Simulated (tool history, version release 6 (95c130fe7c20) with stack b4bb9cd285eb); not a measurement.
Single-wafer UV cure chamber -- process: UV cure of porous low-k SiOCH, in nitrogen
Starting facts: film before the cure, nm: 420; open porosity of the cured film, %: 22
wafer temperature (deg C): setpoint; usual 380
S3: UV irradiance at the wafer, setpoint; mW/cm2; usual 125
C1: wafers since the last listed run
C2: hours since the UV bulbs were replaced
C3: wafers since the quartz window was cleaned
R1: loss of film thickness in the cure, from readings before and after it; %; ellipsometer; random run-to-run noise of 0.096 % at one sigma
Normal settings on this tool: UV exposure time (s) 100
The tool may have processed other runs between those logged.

{"run": 1, "hour": 0.0, "wafer temperature (deg C)": 380, "UV exposure time (s)": 100, "S3": 101, "C1": 0, "C2": 556.3, "C3": 2986, "R1": 6.57}
{"run": 2, "hour": 45.7, "wafer temperature (deg C)": 380, "UV exposure time (s)": 100, "S3": 101, "C1": 439, "C2": 602.0, "C3": 3425, "R1": 6.444}
{"hour": 108.6, "done": "quartz window cleaned"}
{"run": 3, "hour": 214.2, "wafer temperature (deg C)": 380, "UV exposure time (s)": 100, "S3": 101, "C1": 1544, "C2": 770.5, "C3": 1016, "R1": 6.804}
{"run": 4, "hour": 239.5, "wafer temperature (deg C)": 380, "UV exposure time (s)": 110, "S3": 125, "C1": 243, "C2": 795.8, "C3": 1259, "R1": 7.897}
{"run": 5, "hour": 308.5, "wafer temperature (deg C)": 380, "UV exposure time (s)": 110, "S3": 125, "C1": 664, "C2": 864.8, "C3": 1924, "R1": 7.743}
{"run": 6, "hour": 344.8, "wafer temperature (deg C)": 380, "UV exposure time (s)": 110, "S3": 125, "C1": 349, "C2": 901.1, "C3": 2273, "R1": 7.724}
{"run": 7, "hour": 508.3, "wafer temperature (deg C)": 380, "UV exposure time (s)": 100, "S3": 125, "C1": 1573, "C2": 1064.6, "C3": 3847, "R1": 7.178}
{"hour": 533.0, "done": "quartz window cleaned"}
{"run": 8, "hour": 571.2, "wafer temperature (deg C)": 380, "UV exposure time (s)": 70, "S3": 125, "C1": 528, "C2": 1127.5, "C3": 367, "R1": 6.259}
{"run": 9, "hour": 636.9, "wafer temperature (deg C)": 380, "UV exposure time (s)": 70, "S3": 125, "C1": 632, "C2": 1193.2, "C3": 999, "R1": 5.995}
{"run": 10, "hour": 667.2, "wafer temperature (deg C)": 368, "UV exposure time (s)": 100, "S3": 156, "C1": 291, "C2": 1223.5, "C3": 1291, "R1": 7.905}
{"run": 11, "hour": 734.5, "wafer temperature (deg C)": 380, "UV exposure time (s)": 100, "S3": 125, "C1": 647, "C2": 1290.8, "C3": 1939, "R1": 7.067}
{"run": 12, "hour": 805.5, "wafer temperature (deg C)": 380, "UV exposure time (s)": 100, "S3": 125, "C1": 683, "C2": 1361.8, "C3": 2622, "R1": 6.928}
{"run": 13, "hour": 829.8, "wafer temperature (deg C)": 380, "UV exposure time (s)": 100, "S3": 125, "C1": 233, "C2": 1386.1, "C3": 2856, "R1": 6.867}
{"hour": 877.0, "done": "quartz window cleaned"}
{"run": 14, "hour": 887.6, "wafer temperature (deg C)": 380, "UV exposure time (s)": 100, "S3": 125, "C1": 479, "C2": 1443.9, "C3": 101, "R1": 7.632}
{"run": 15, "hour": 944.8, "wafer temperature (deg C)": 380, "UV exposure time (s)": 100, "S3": 125, "C1": 550, "C2": 1501.1, "C3": 652, "R1": 7.643}
{"run": 16, "hour": 991.7, "wafer temperature (deg C)": 362, "UV exposure time (s)": 45, "S3": 114, "C1": 451, "C2": 1548.0, "C3": 1103, "R1": 3.879}
{"run": 17, "hour": 1041.8, "wafer temperature (deg C)": 380, "UV exposure time (s)": 140, "S3": 125, "C1": 482, "C2": 1598.1, "C3": 1585, "R1": 8.417}
{"run": 18, "hour": 1097.3, "wafer temperature (deg C)": 373, "UV exposure time (s)": 100, "S3": 159, "C1": 534, "C2": 1653.6, "C3": 2120, "R1": 7.884}
{"hour": 1116.5, "done": "UV bulbs replaced"}
{"run": 19, "hour": 1230.5, "wafer temperature (deg C)": 374, "UV exposure time (s)": 100, "S3": 103, "C1": 1205, "C2": 114.0, "C3": 3325, "R1": 6.561}
{"hour": 1274.5, "done": "quartz window cleaned"}
{"run": 20, "hour": 1275.0, "wafer temperature (deg C)": 380, "UV exposure time (s)": 100, "S3": 125, "C1": 351, "C2": 158.5, "C3": 5, "R1": 8.324}
{"run": 21, "hour": 1325.8, "wafer temperature (deg C)": 364, "UV exposure time (s)": 100, "S3": 125, "C1": 488, "C2": 209.3, "C3": 494, "R1": 7.773}
{"run": 22, "hour": 1351.5, "wafer temperature (deg C)": 380, "UV exposure time (s)": 110, "S3": 125, "C1": 247, "C2": 235.0, "C3": 741, "R1": 8.231}
{"run": 23, "hour": 1421.6, "wafer temperature (deg C)": 380, "UV exposure time (s)": 100, "S3": 125, "C1": 674, "C2": 305.1, "C3": 1416, "R1": 7.547}
{"run": 24, "hour": 1462.9, "wafer temperature (deg C)": 380, "UV exposure time (s)": 100, "S3": 125, "C1": 397, "C2": 346.4, "C3": 1813, "R1": 7.56}
{"run": 25, "hour": 1505.3, "wafer temperature (deg C)": 380, "UV exposure time (s)": 100, "S3": 125, "C1": 408, "C2": 388.8, "C3": 2221, "R1": 7.255}
{"run": 26, "hour": 1556.2, "wafer temperature (deg C)": 380, "UV exposure time (s)": 50, "S3": 125, "C1": 489, "C2": 439.7, "C3": 2711, "R1": 4.732}
{"hour": 1608.0, "done": "quartz window cleaned"}
{"run": 27, "hour": 1684.9, "wafer temperature (deg C)": 360, "UV exposure time (s)": 100, "S3": 89, "C1": 1161, "C2": 568.4, "C3": 740, "R1": 5.773}
{"run": 28, "hour": 1739.8, "wafer temperature (deg C)": 380, "UV exposure time (s)": 145, "S3": 125, "C1": 528, "C2": 623.3, "C3": 1268, "R1": 8.99}
{"run": 29, "hour": 1809.2, "wafer temperature (deg C)": 380, "UV exposure time (s)": 80, "S3": 125, "C1": 668, "C2": 692.7, "C3": 1936, "R1": 6.213}
{"run": 30, "hour": 1870.5, "wafer temperature (deg C)": 380, "UV exposure time (s)": 100, "S3": 125, "C1": 590, "C2": 754.0, "C3": 2527, "R1": 7.224}

The tool's hidden state at each run:
H1: lamp output below its setpoint, %
H2: transmission lost against a clean window, %
run=1 H1=5.22 H2=20.1
run=2 H1=5.6 H2=20.6
run=3 H1=7.02 H2=13.1
run=4 H1=7.24 H2=14.8
run=5 H1=7.82 H2=17.9
run=6 H1=8.12 H2=19
run=7 H1=9.5 H2=21.3
run=8 H1=10 H2=9.94
run=9 H1=10.6 H2=16.3
run=10 H1=10.8 H2=18.3
run=11 H1=11.4 H2=21.3
run=12 H1=12 H2=23.1
run=13 H1=12.2 H2=23.5
run=14 H1=12.7 H2=1.89
run=15 H1=13.2 H2=9
run=16 H1=13.6 H2=12.8
run=17 H1=14 H2=15.6
run=18 H1=14.5 H2=17.6
run=19 H1=2.87 H2=20
run=20 H1=3.24 H2=1.3
run=21 H1=3.67 H2=8.32
run=22 H1=3.89 H2=10.9
run=23 H1=4.48 H2=15.8
run=24 H1=4.82 H2=17.6
run=25 H1=5.18 H2=19
run=26 H1=5.61 H2=20.1
run=27 H1=6.7 H2=13.5
run=28 H1=7.16 H2=17.5
run=29 H1=7.74 H2=20.6
run=30 H1=8.26 H2=22.2
